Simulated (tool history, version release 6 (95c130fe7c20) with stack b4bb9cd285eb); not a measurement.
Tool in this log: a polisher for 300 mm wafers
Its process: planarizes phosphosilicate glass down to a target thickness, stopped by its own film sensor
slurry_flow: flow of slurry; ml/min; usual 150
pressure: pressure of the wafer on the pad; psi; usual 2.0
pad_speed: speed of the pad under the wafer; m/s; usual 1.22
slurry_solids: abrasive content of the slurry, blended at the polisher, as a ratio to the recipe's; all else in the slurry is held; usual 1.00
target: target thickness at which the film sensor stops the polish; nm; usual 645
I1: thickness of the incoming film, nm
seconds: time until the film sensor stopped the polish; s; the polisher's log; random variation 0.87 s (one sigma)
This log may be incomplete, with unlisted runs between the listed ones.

Run 1, hour 0.0: usual settings; I1 1160.3. Result: seconds 82.1 s.
Run 2, hour 38.6: usual settings; I1 1145.7. Result: seconds 78.1 s.
At hour 59.9: slurry blender recalibrated.
Run 3, hour 74.7: usual settings; I1 1163.0. Result: seconds 85.2 s.
At hour 149.4: worn pad replaced by a new one.
Run 4, hour 172.6: usual settings; I1 1156.8. Result: seconds 75.6 s.
Run 5, hour 205.0: usual settings but slurry_flow 130 ml/min; I1 1145.8. Result: seconds 76.6 s.
Run 6, hour 240.2: usual settings but pressure 2.2 psi; I1 1172.4. Result: seconds 72.7 s.
At hour 262.7: conditioning disc replaced and pad reconditioned.
Run 7, hour 303.4: usual settings but pressure 2.2 psi; I1 1174.2. Result: seconds 73.7 s.
Run 8, hour 346.3: usual settings but slurry_flow 185 ml/min, pad_speed 1.38 m/s; I1 1184.1. Result: seconds 76.1 s.
Run 9, hour 392.8: usual settings but slurry_flow 110 ml/min, pad_speed 0.92 m/s, slurry_solids 0.85, target 783 nm; I1 1158.1. Result: seconds 75.4 s.
At hour 438.9: slurry blender recalibrated.
At hour 452.1: slurry nozzle cleaned.
Run 10, hour 456.7: usual settings; I1 1162.8. Result: seconds 83.8 s.
At hour 507.2: worn pad replaced by a new one.
Run 11, hour 516.6: usual settings; I1 1153.0. Result: seconds 75.3 s.
Run 12, hour 575.7: usual settings but slurry_flow 130 ml/min, pressure 1.5 psi; I1 1148.4. Result: seconds 102.3 s.
Run 13, hour 619.7: usual settings; I1 1160.6. Result: seconds 77.9 s.
Run 14, hour 664.2: usual settings but slurry_flow 185 ml/min; I1 1141.3. Result: seconds 75.6 s.
At hour 673.4: conditioning disc replaced and pad reconditioned.
Run 15, hour 702.7: usual settings but slurry_solids 1.15, target 466 nm; I1 1179.6. Result: seconds 103.0 s.
Run 16, hour 768.0: usual settings but slurry_flow 125 ml/min, pressure 2.4 psi, slurry_solids 1.30, target 504 nm; I1 1167.2. Result: seconds 81.0 s.
At hour 787.5: slurry blender recalibrated.
Run 17, hour 803.9: usual settings but slurry_flow 110 ml/min, pressure 2.6 psi, pad_speed 1.42 m/s, slurry_solids 1.25; I1 1152.4. Result: seconds 54.3 s.
Run 18, hour 857.8: usual settings but pad_speed 1.42 m/s, target 737 nm; I1 1183.4. Result: seconds 67.2 s.
At hour 872.8: worn pad replaced by a new one.
Run 19, hour 921.6: usual settings; I1 1165.0. Result: seconds 76.5 s.
At hour 951.8: slurry nozzle cleaned.
Run 20, hour 963.8: usual settings but pad_speed 1.08 m/s, slurry_solids 0.85; I1 1157.2. Result: seconds 89.1 s.
Run 21, hour 1012.2: usual settings; I1 1166.5. Result: seconds 79.6 s.
Run 22, hour 1067.9: usual settings; I1 1166.5. Result: seconds 80.6 s.
At hour 1071.3: conditioning disc replaced and pad reconditioned.
Run 23, hour 1118.8: usual settings but pad_speed 1.34 m/s; I1 1145.3. Result: seconds 73.1 s.
Run 24, hour 1149.2: usual settings but pressure 1.7 psi; I1 1157.3. Result: seconds 94.1 s.
At hour 1152.5: head pressure recalibrated.
At hour 1185.5: slurry blender recalibrated.
Run 25, hour 1196.8: usual settings but slurry_solids 0.75; I1 1148.4. Result: seconds 93.8 s.

Branching from run 25: 4 alternative next runs. What would each branch give?
Run A, hour 1197.2: usual settings but pressure 2.3 psi; I1 1174.6. Result: seconds ?.
Run B, hour 1197.2: usual settings but slurry_flow 135 ml/min, slurry_solids 1.25, target 748 nm; I1 1174.6. Result: seconds ?.
Run C, hour 1197.2: usual settings but slurry_flow 170 ml/min, pad_speed 0.88 m/s, slurry_solids 0.80, target 770 nm; I1 1174.6. Result: seconds ?.
Run D, hour 1197.2: usual settings but slurry_solids 1.20, target 716 nm; I1 1174.6. Result: seconds ?.

run  seconds
  A     73.6
  B     62.5
  C     82.7
  D     67.4
Take away the tool's hidden state, keep each run's random variation, and the runs would have read:
run  seconds
  A     67.6
  B     57.5
  C     76.0
  D     61.9

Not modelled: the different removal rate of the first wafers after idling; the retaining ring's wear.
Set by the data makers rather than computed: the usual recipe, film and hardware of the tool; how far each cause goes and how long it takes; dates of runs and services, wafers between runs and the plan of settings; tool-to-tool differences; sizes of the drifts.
